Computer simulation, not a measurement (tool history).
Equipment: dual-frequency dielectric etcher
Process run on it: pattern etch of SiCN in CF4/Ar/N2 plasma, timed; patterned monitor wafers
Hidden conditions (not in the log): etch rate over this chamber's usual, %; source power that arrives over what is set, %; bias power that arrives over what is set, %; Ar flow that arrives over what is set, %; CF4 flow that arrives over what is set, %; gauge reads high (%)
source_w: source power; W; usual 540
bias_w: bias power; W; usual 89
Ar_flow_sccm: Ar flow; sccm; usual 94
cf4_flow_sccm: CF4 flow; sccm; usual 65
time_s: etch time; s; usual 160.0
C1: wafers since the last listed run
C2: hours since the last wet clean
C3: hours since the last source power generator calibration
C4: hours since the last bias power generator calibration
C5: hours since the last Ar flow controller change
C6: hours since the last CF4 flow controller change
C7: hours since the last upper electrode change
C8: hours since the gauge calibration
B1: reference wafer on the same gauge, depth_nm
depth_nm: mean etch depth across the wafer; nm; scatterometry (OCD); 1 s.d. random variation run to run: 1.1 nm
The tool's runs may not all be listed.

{"run": 1, "day": 0.0, "source_w": 540, "bias_w": 102, "Ar_flow_sccm": 94, "cf4_flow_sccm": 65, "time_s": 160.0, "C1": 0, "C2": 484.2, "C3": 3910.6, "C4": 3008.7, "C5": 145.9, "C6": 135.6, "C7": 40.2, "C8": 121.8, "B1": 207.8, "depth_nm": 174.5}
{"run": 2, "day": 1.129, "source_w": 540, "bias_w": 89, "Ar_flow_sccm": 76, "cf4_flow_sccm": 65, "time_s": 160.0, "C1": 228, "C2": 511.3, "C3": 3937.7, "C4": 3035.8, "C5": 173.0, "C6": 162.7, "C7": 67.3, "C8": 148.9, "B1": 208.0, "depth_nm": 171.7}
{"run": 3, "day": 1.792, "source_w": 540, "bias_w": 95, "Ar_flow_sccm": 94, "cf4_flow_sccm": 58, "time_s": 147.5, "C1": 134, "C2": 527.2, "C3": 3953.6, "C4": 3051.7, "C5": 188.9, "C6": 178.6, "C7": 83.2, "C8": 164.8, "B1": 208.4, "depth_nm": 154.9}
{"day": 2.242, "done": "bias power generator calibrated"}
{"run": 4, "day": 2.612, "source_w": 540, "bias_w": 89, "Ar_flow_sccm": 94, "cf4_flow_sccm": 54, "time_s": 160.0, "C1": 132, "C2": 546.9, "C3": 3973.3, "C4": 8.9, "C5": 208.6, "C6": 198.3, "C7": 102.9, "C8": 184.5, "B1": 208.4, "depth_nm": 163.3}
{"run": 5, "day": 3.279, "source_w": 540, "bias_w": 89, "Ar_flow_sccm": 94, "cf4_flow_sccm": 65, "time_s": 206.0, "C1": 134, "C2": 562.9, "C3": 3989.3, "C4": 24.9, "C5": 224.6, "C6": 214.3, "C7": 118.9, "C8": 200.5, "B1": 207.9, "depth_nm": 212.7}
{"run": 6, "day": 4.583, "source_w": 540, "bias_w": 89, "Ar_flow_sccm": 94, "cf4_flow_sccm": 54, "time_s": 160.0, "C1": 263, "C2": 594.2, "C3": 4020.6, "C4": 56.2, "C5": 255.9, "C6": 245.6, "C7": 150.2, "C8": 231.8, "B1": 208.5, "depth_nm": 162.3}
{"run": 7, "day": 5.133, "source_w": 540, "bias_w": 98, "Ar_flow_sccm": 84, "cf4_flow_sccm": 65, "time_s": 127.0, "C1": 111, "C2": 607.4, "C3": 4033.8, "C4": 69.4, "C5": 269.1, "C6": 258.8, "C7": 163.4, "C8": 245.0, "B1": 208.0, "depth_nm": 136.9}
{"day": 5.775, "done": "source power generator calibrated"}
{"run": 8, "day": 6.329, "source_w": 670, "bias_w": 89, "Ar_flow_sccm": 94, "cf4_flow_sccm": 65, "time_s": 160.0, "C1": 208, "C2": 636.1, "C3": 13.3, "C4": 98.1, "C5": 297.8, "C6": 287.5, "C7": 192.1, "C8": 273.7, "B1": 207.6, "depth_nm": 204.6}
{"day": 7.471, "done": "wet clean of the chamber"}
{"run": 9, "day": 7.492, "source_w": 540, "bias_w": 89, "Ar_flow_sccm": 94, "cf4_flow_sccm": 65, "time_s": 127.5, "C1": 32, "C2": 0.5, "C3": 41.2, "C4": 126.0, "C5": 325.7, "C6": 315.4, "C7": 220.0, "C8": 301.6, "B1": 208.1, "depth_nm": 141.5}
{"run": 10, "day": 8.771, "source_w": 610, "bias_w": 89, "Ar_flow_sccm": 94, "cf4_flow_sccm": 65, "time_s": 180.0, "C1": 258, "C2": 31.2, "C3": 71.9, "C4": 156.7, "C5": 356.4, "C6": 346.1, "C7": 250.7, "C8": 332.3, "B1": 208.4, "depth_nm": 219.7}
{"run": 11, "day": 9.883, "source_w": 540, "bias_w": 89, "Ar_flow_sccm": 94, "cf4_flow_sccm": 65, "time_s": 160.0, "C1": 225, "C2": 57.9, "C3": 98.6, "C4": 183.4, "C5": 383.1, "C6": 372.8, "C7": 277.4, "C8": 359.0, "B1": 208.2, "depth_nm": 176.3}
{"run": 12, "day": 11.375, "source_w": 540, "bias_w": 89, "Ar_flow_sccm": 86, "cf4_flow_sccm": 65, "time_s": 136.0, "C1": 301, "C2": 93.7, "C3": 134.4, "C4": 219.2, "C5": 418.9, "C6": 408.6, "C7": 313.2, "C8": 394.8, "B1": 207.8, "depth_nm": 149.9}
{"run": 13, "day": 11.879, "source_w": 540, "bias_w": 89, "Ar_flow_sccm": 76, "cf4_flow_sccm": 65, "time_s": 160.0, "C1": 101, "C2": 105.8, "C3": 146.5, "C4": 231.3, "C5": 431.0, "C6": 420.7, "C7": 325.3, "C8": 406.9, "B1": 207.8, "depth_nm": 176.7}
{"run": 14, "day": 12.496, "source_w": 540, "bias_w": 89, "Ar_flow_sccm": 87, "cf4_flow_sccm": 72, "time_s": 160.0, "C1": 124, "C2": 120.6, "C3": 161.3, "C4": 246.1, "C5": 445.8, "C6": 435.5, "C7": 340.1, "C8": 421.7, "B1": 207.4, "depth_nm": 177.3}
{"run": 15, "day": 13.004, "source_w": 650, "bias_w": 89, "Ar_flow_sccm": 103, "cf4_flow_sccm": 65, "time_s": 160.0, "C1": 102, "C2": 132.8, "C3": 173.5, "C4": 258.3, "C5": 458.0, "C6": 447.7, "C7": 352.3, "C8": 433.9, "B1": 207.8, "depth_nm": 204.2}
{"run": 16, "day": 14.262, "source_w": 540, "bias_w": 71, "Ar_flow_sccm": 85, "cf4_flow_sccm": 65, "time_s": 113.5, "C1": 254, "C2": 163.0, "C3": 203.7, "C4": 288.5, "C5": 488.2, "C6": 477.9, "C7": 382.5, "C8": 464.1, "B1": 207.2, "depth_nm": 114.9}
{"run": 17, "day": 15.729, "source_w": 540, "bias_w": 89, "Ar_flow_sccm": 74, "cf4_flow_sccm": 65, "time_s": 207.0, "C1": 296, "C2": 198.2, "C3": 238.9, "C4": 323.7, "C5": 523.4, "C6": 513.1, "C7": 417.7, "C8": 499.3, "B1": 208.1, "depth_nm": 227.9}
{"run": 18, "day": 16.421, "source_w": 540, "bias_w": 89, "Ar_flow_sccm": 94, "cf4_flow_sccm": 65, "time_s": 160.0, "C1": 139, "C2": 214.8, "C3": 255.5, "C4": 340.3, "C5": 540.0, "C6": 529.7, "C7": 434.3, "C8": 515.9, "B1": 208.1, "depth_nm": 172.3}
{"run": 19, "day": 17.362, "source_w": 540, "bias_w": 89, "Ar_flow_sccm": 94, "cf4_flow_sccm": 65, "time_s": 160.0, "C1": 190, "C2": 237.4, "C3": 278.1, "C4": 362.9, "C5": 562.6, "C6": 552.3, "C7": 456.9, "C8": 538.5, "B1": 208.0, "depth_nm": 174.4}
{"run": 20, "day": 18.004, "source_w": 540, "bias_w": 68, "Ar_flow_sccm": 79, "cf4_flow_sccm": 65, "time_s": 160.0, "C1": 129, "C2": 252.8, "C3": 293.5, "C4": 378.3, "C5": 578.0, "C6": 567.7, "C7": 472.3, "C8": 553.9, "B1": 208.3, "depth_nm": 161.2}

Forecast each of these 5 alternatives for the next run:
{"run": "A", "day": 18.025, "source_w": 540, "bias_w": 89, "Ar_flow_sccm": 94, "cf4_flow_sccm": 65, "time_s": 160.0, "C1": 4, "C2": 253.3, "C3": 294.0, "C4": 378.8, "C5": 578.5, "C6": 568.2, "C7": 472.8, "C8": 554.4, "B1": "?", "depth_nm": "?"}
{"run": "B", "day": 18.025, "source_w": 670, "bias_w": 89, "Ar_flow_sccm": 94, "cf4_flow_sccm": 50, "time_s": 160.0, "C1": 4, "C2": 253.3, "C3": 294.0, "C4": 378.8, "C5": 578.5, "C6": 568.2, "C7": 472.8, "C8": 554.4, "B1": "?", "depth_nm": "?"}
{"run": "C", "day": 18.025, "source_w": 540, "bias_w": 89, "Ar_flow_sccm": 94, "cf4_flow_sccm": 65, "time_s": 192.5, "C1": 4, "C2": 253.3, "C3": 294.0, "C4": 378.8, "C5": 578.5, "C6": 568.2, "C7": 472.8, "C8": 554.4, "B1": "?", "depth_nm": "?"}
{"run": "D", "day": 18.025, "source_w": 540, "bias_w": 89, "Ar_flow_sccm": 116, "cf4_flow_sccm": 65, "time_s": 160.0, "C1": 4, "C2": 253.3, "C3": 294.0, "C4": 378.8, "C5": 578.5, "C6": 568.2, "C7": 472.8, "C8": 554.4, "B1": "?", "depth_nm": "?"}
{"run": "E", "day": 18.025, "source_w": 540, "bias_w": 98, "Ar_flow_sccm": 94, "cf4_flow_sccm": 65, "time_s": 160.0, "C1": 4, "C2": 253.3, "C3": 294.0, "C4": 378.8, "C5": 578.5, "C6": 568.2, "C7": 472.8, "C8": 554.4, "B1": "?", "depth_nm": "?"}

run=A B1=208.7 depth_nm=172.0
run=B B1=208.7 depth_nm=203.4
run=C B1=208.7 depth_nm=207.0
run=D B1=208.7 depth_nm=168.8
run=E B1=208.7 depth_nm=177.8
Had the tool no hidden state, the same runs would have come out as:
run=A depth_nm=175.0
run=B depth_nm=206.9
run=C depth_nm=210.5
run=D depth_nm=171.7
run=E depth_nm=180.8

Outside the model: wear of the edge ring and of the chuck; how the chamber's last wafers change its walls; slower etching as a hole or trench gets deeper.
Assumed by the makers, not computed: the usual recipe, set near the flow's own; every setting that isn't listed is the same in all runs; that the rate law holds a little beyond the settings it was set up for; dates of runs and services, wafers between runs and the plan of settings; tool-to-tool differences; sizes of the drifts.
